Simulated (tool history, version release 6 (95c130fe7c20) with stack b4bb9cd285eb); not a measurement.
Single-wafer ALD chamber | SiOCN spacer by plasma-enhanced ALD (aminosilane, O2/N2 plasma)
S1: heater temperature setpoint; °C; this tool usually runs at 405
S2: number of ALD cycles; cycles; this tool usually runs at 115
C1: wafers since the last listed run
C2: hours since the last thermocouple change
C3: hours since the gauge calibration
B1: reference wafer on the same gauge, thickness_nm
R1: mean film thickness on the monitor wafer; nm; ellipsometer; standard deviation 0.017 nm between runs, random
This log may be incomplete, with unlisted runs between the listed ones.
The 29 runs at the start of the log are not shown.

run 30 hour=747.3 | S1=405 S2=115 | C1=30 C2=153.7 C3=382.1 | B1=6.568 | R1=6.703
run 31 hour=795.6 | S1=396 S2=129 | C1=113 C2=202 C3=430.4 | B1=6.574 | R1=7.565
run 32 hour=831.2 | S1=405 S2=92 | C1=83 C2=237.6 C3=466 | B1=6.569 | R1=5.366
run 33 hour=849.5 | S1=419 S2=115 | C1=42 C2=255.9 C3=484.3 | B1=6.571 | R1=6.419
run 34 hour=872.2 | S1=400 S2=136 | C1=53 C2=278.6 C3=507 | B1=6.57 | R1=7.99
run 35 hour=893.1 | S1=393 S2=108 | C1=49 C2=299.5 C3=527.9 | B1=6.573 | R1=6.359
run 36 hour=924.8 | S1=405 S2=115 | C1=74 C2=331.2 C3=559.6 | B1=6.573 | R1=6.695
run 37 hour=952.6 | S1=405 S2=102 | C1=65 C2=359 C3=587.4 | B1=6.569 | R1=5.916
run 38 hour=1002.1 | S1=405 S2=115 | C1=116 C2=408.5 C3=636.9 | B1=6.57 | R1=6.686
run 39 hour=1015.4 | S1=405 S2=115 | C1=31 C2=421.8 C3=650.2 | B1=6.569 | R1=6.693
run 40 hour=1050.3 | S1=411 S2=136 | C1=82 C2=456.7 C3=685.1 | B1=6.571 | R1=7.755
run 41 hour=1080.2 | S1=410 S2=125 | C1=70 C2=486.6 C3=715 | B1=6.572 | R1=7.143
run 42 hour=1106.2 | S1=394 S2=103 | C1=61 C2=512.6 C3=741 | B1=6.571 | R1=6.095

Here are 5 independent what-if runs from the current tool condition. What would each one return?
run A hour=1106.8 | S1=405 S2=115 | C1=1 C2=513.2 C3=741.6 | B1=? | R1=?
run B hour=1106.8 | S1=398 S2=123 | C1=1 C2=513.2 C3=741.6 | B1=? | R1=?
run C hour=1106.8 | S1=398 S2=131 | C1=1 C2=513.2 C3=741.6 | B1=? | R1=?
run D hour=1106.8 | S1=410 S2=105 | C1=1 C2=513.2 C3=741.6 | B1=? | R1=?
run E hour=1106.8 | S1=396 S2=94 | C1=1 C2=513.2 C3=741.6 | B1=? | R1=?

run=A B1=6.57 R1=6.668
run=B B1=6.57 R1=7.241
run=C B1=6.57 R1=7.712
run=D B1=6.57 R1=5.998
run=E B1=6.57 R1=5.534
With no hidden state in the tool, these same runs would have given:
run=A R1=6.668
run=B R1=7.241
run=C R1=7.712
run=D R1=5.998
run=E R1=5.534
